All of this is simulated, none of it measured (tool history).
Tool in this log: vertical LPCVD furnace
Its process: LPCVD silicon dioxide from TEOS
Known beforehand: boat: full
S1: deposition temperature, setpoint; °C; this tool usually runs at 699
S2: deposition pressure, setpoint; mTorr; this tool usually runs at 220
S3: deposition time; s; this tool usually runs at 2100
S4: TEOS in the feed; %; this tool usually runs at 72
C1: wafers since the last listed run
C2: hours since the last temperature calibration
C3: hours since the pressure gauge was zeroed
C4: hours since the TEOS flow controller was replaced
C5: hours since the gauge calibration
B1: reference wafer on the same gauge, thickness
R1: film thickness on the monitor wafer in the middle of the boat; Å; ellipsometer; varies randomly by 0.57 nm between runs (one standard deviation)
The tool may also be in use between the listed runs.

{"run": 1, "day": 0.0, "S1": 699, "S2": 220, "S3": 2100, "S4": 72, "C1": 0, "C2": 1912.5, "C3": 3131.8, "C4": 3029.2, "C5": 673.3, "B1": 228.11, "R1": 2189.6}
{"run": 2, "day": 2.329, "S1": 699, "S2": 220, "S3": 2100, "S4": 72, "C1": 575, "C2": 1968.4, "C3": 3187.7, "C4": 3085.1, "C5": 729.2, "B1": 227.9, "R1": 2191.2}
{"run": 3, "day": 3.667, "S1": 699, "S2": 220, "S3": 2100, "S4": 72, "C1": 330, "C2": 2000.5, "C3": 3219.8, "C4": 3117.2, "C5": 761.3, "B1": 228.08, "R1": 2201.8}
{"run": 4, "day": 5.204, "S1": 699, "S2": 255, "S3": 2100, "S4": 72, "C1": 380, "C2": 2037.4, "C3": 3256.7, "C4": 3154.1, "C5": 798.2, "B1": 228.0, "R1": 2366.6}
{"run": 5, "day": 7.938, "S1": 699, "S2": 255, "S3": 2100, "S4": 72, "C1": 675, "C2": 2103.0, "C3": 3322.3, "C4": 3219.7, "C5": 863.8, "B1": 227.96, "R1": 2362.8}
{"run": 6, "day": 10.992, "S1": 699, "S2": 220, "S3": 2280, "S4": 72, "C1": 755, "C2": 2176.3, "C3": 3395.6, "C4": 3293.0, "C5": 937.1, "B1": 227.98, "R1": 2376.7}
{"run": 7, "day": 13.204, "S1": 699, "S2": 220, "S3": 2280, "S4": 72, "C1": 547, "C2": 2229.4, "C3": 3448.7, "C4": 3346.1, "C5": 990.2, "B1": 228.23, "R1": 2407.2}
{"run": 8, "day": 15.546, "S1": 699, "S2": 220, "S3": 2100, "S4": 72, "C1": 579, "C2": 2285.6, "C3": 3504.9, "C4": 3402.3, "C5": 1046.4, "B1": 227.9, "R1": 2199.6}
{"day": 18.779, "done": "TEOS flow controller replaced"}
{"run": 9, "day": 18.8, "S1": 699, "S2": 220, "S3": 2100, "S4": 72, "C1": 557, "C2": 2363.7, "C3": 3583.0, "C4": 0.5, "C5": 1124.5, "B1": 228.07, "R1": 2207.0}
{"run": 10, "day": 20.196, "S1": 699, "S2": 220, "S3": 2100, "S4": 72, "C1": 345, "C2": 2397.2, "C3": 3616.5, "C4": 34.0, "C5": 1158.0, "B1": 228.03, "R1": 2215.0}
{"run": 11, "day": 22.588, "S1": 699, "S2": 200, "S3": 2100, "S4": 72, "C1": 591, "C2": 2454.6, "C3": 3673.9, "C4": 91.4, "C5": 1215.4, "B1": 227.87, "R1": 2118.4}
{"day": 22.838, "done": "gauge calibrated"}
{"run": 12, "day": 23.65, "S1": 699, "S2": 235, "S3": 1590, "S4": 72, "C1": 262, "C2": 2480.1, "C3": 3699.4, "C4": 116.9, "C5": 19.5, "B1": 227.89, "R1": 1729.7}
{"run": 13, "day": 24.729, "S1": 699, "S2": 220, "S3": 2100, "S4": 72, "C1": 266, "C2": 2506.0, "C3": 3725.3, "C4": 142.8, "C5": 45.4, "B1": 227.99, "R1": 2226.0}
{"run": 14, "day": 26.417, "S1": 699, "S2": 220, "S3": 2100, "S4": 72, "C1": 417, "C2": 2546.5, "C3": 3765.8, "C4": 183.3, "C5": 85.9, "B1": 227.97, "R1": 2214.1}
{"run": 15, "day": 28.212, "S1": 687, "S2": 265, "S3": 1890, "S4": 83, "C1": 444, "C2": 2589.6, "C3": 3808.9, "C4": 226.4, "C5": 129.0, "B1": 227.81, "R1": 1768.3}
{"run": 16, "day": 31.033, "S1": 699, "S2": 265, "S3": 2940, "S4": 72, "C1": 697, "C2": 2657.3, "C3": 3876.6, "C4": 294.1, "C5": 196.7, "B1": 228.04, "R1": 3394.9}
{"run": 17, "day": 32.362, "S1": 699, "S2": 220, "S3": 2100, "S4": 72, "C1": 328, "C2": 2689.2, "C3": 3908.5, "C4": 326.0, "C5": 228.6, "B1": 227.98, "R1": 2222.0}
{"run": 18, "day": 34.738, "S1": 711, "S2": 220, "S3": 2370, "S4": 72, "C1": 587, "C2": 2746.2, "C3": 3965.5, "C4": 383.0, "C5": 285.6, "B1": 228.04, "R1": 3305.1}
{"run": 19, "day": 37.708, "S1": 699, "S2": 220, "S3": 2100, "S4": 58, "C1": 734, "C2": 2817.5, "C3": 4036.8, "C4": 454.3, "C5": 356.9, "B1": 227.95, "R1": 1998.9}
{"day": 38.8, "done": "thermocouples replaced and temperature profile calibrated"}
{"day": 40.771, "done": "pressure gauge zeroed"}
{"run": 20, "day": 40.792, "S1": 689, "S2": 220, "S3": 2100, "S4": 72, "C1": 267, "C2": 47.8, "C3": 0.5, "C4": 528.3, "C5": 430.9, "B1": 227.98, "R1": 1849.5}
{"run": 21, "day": 41.908, "S1": 688, "S2": 220, "S3": 2100, "S4": 72, "C1": 276, "C2": 74.6, "C3": 27.3, "C4": 555.1, "C5": 457.7, "B1": 228.06, "R1": 1795.0}
{"run": 22, "day": 43.383, "S1": 699, "S2": 245, "S3": 2100, "S4": 72, "C1": 364, "C2": 110.0, "C3": 62.7, "C4": 590.5, "C5": 493.1, "B1": 228.01, "R1": 2458.6}
{"run": 23, "day": 44.462, "S1": 699, "S2": 220, "S3": 2100, "S4": 72, "C1": 266, "C2": 135.9, "C3": 88.6, "C4": 616.4, "C5": 519.0, "B1": 228.12, "R1": 2334.5}
{"run": 24, "day": 46.192, "S1": 688, "S2": 200, "S3": 1620, "S4": 64, "C1": 427, "C2": 177.4, "C3": 130.1, "C4": 657.9, "C5": 560.5, "B1": 227.91, "R1": 1250.6}
{"run": 25, "day": 48.817, "S1": 689, "S2": 190, "S3": 2100, "S4": 62, "C1": 649, "C2": 240.4, "C3": 193.1, "C4": 720.9, "C5": 623.5, "B1": 228.1, "R1": 1592.5}
{"run": 26, "day": 50.833, "S1": 699, "S2": 220, "S3": 2370, "S4": 72, "C1": 498, "C2": 288.8, "C3": 241.5, "C4": 769.3, "C5": 671.9, "B1": 227.87, "R1": 2652.0}
{"run": 27, "day": 51.854, "S1": 699, "S2": 220, "S3": 2100, "S4": 72, "C1": 252, "C2": 313.3, "C3": 266.0, "C4": 793.8, "C5": 696.4, "B1": 228.09, "R1": 2331.7}
{"run": 28, "day": 52.879, "S1": 691, "S2": 190, "S3": 1800, "S4": 72, "C1": 253, "C2": 337.9, "C3": 290.6, "C4": 818.4, "C5": 721.0, "B1": 228.0, "R1": 1547.9}
{"day": 54.933, "done": "thermocouples replaced and temperature profile calibrated, repeated, since the last time left the tool worse"}
{"run": 29, "day": 55.242, "S1": 693, "S2": 220, "S3": 2100, "S4": 72, "C1": 336, "C2": 7.4, "C3": 347.3, "C4": 875.1, "C5": 777.7, "B1": 228.06, "R1": 1852.0}
{"run": 30, "day": 57.988, "S1": 711, "S2": 175, "S3": 1260, "S4": 61, "C1": 678, "C2": 73.3, "C3": 413.2, "C4": 941.0, "C5": 843.6, "B1": 228.04, "R1": 1385.9}
{"run": 31, "day": 60.217, "S1": 699, "S2": 220, "S3": 2850, "S4": 61, "C1": 551, "C2": 126.8, "C3": 466.7, "C4": 994.5, "C5": 897.1, "B1": 227.97, "R1": 2657.8}

Selected run-to-run steps in R1, each split into two signed amounts: the part the tool would show with no hidden state at all (from settings, incoming material and random variation), and the remainder, which goes to the hidden state together with any gauge scatter not common to the measured and the hidden-state-free results:
The hidden state here: true tube temperature minus thermocouple reading, K; true pressure minus gauge reading, mTorr; deviation of the TEOS flow from its setpoint, %; gauge reads high (%).
Run 15 -> 16: S1 687 -> 699, S3 1890 -> 2940, S4 83 -> 72. R1 +1626.6 Å: hidden state +80.2, all else +1546.4.
Run 18 -> 19: S1 711 -> 699, S3 2370 -> 2100, S4 72 -> 58. R1 -1306.2 Å: hidden state -60.1, all else -1246.1.
Run 23 -> 24: S1 699 -> 688, S2 220 -> 200, S3 2100 -> 1620, S4 72 -> 64. R1 -1083.9 Å: hidden state -100.7, all else -983.2.
Run 25 -> 26: S1 689 -> 699, S2 190 -> 220, S3 2100 -> 2370, S4 62 -> 72. R1 +1059.5 Å: hidden state +102.5, all else +957.0.
Run 28 -> 29: S1 691 -> 693, S2 190 -> 220, S3 1800 -> 2100, thermocouples replaced and temperature profile calibrated, repeated, since the last time left the tool worse. R1 +304.1 Å: hidden state -143.1, all else +447.2.
Run 30 -> 31: S1 711 -> 699, S2 175 -> 220, S3 1260 -> 2850. R1 +1271.9 Å: hidden state +12.9, all else +1259.0.
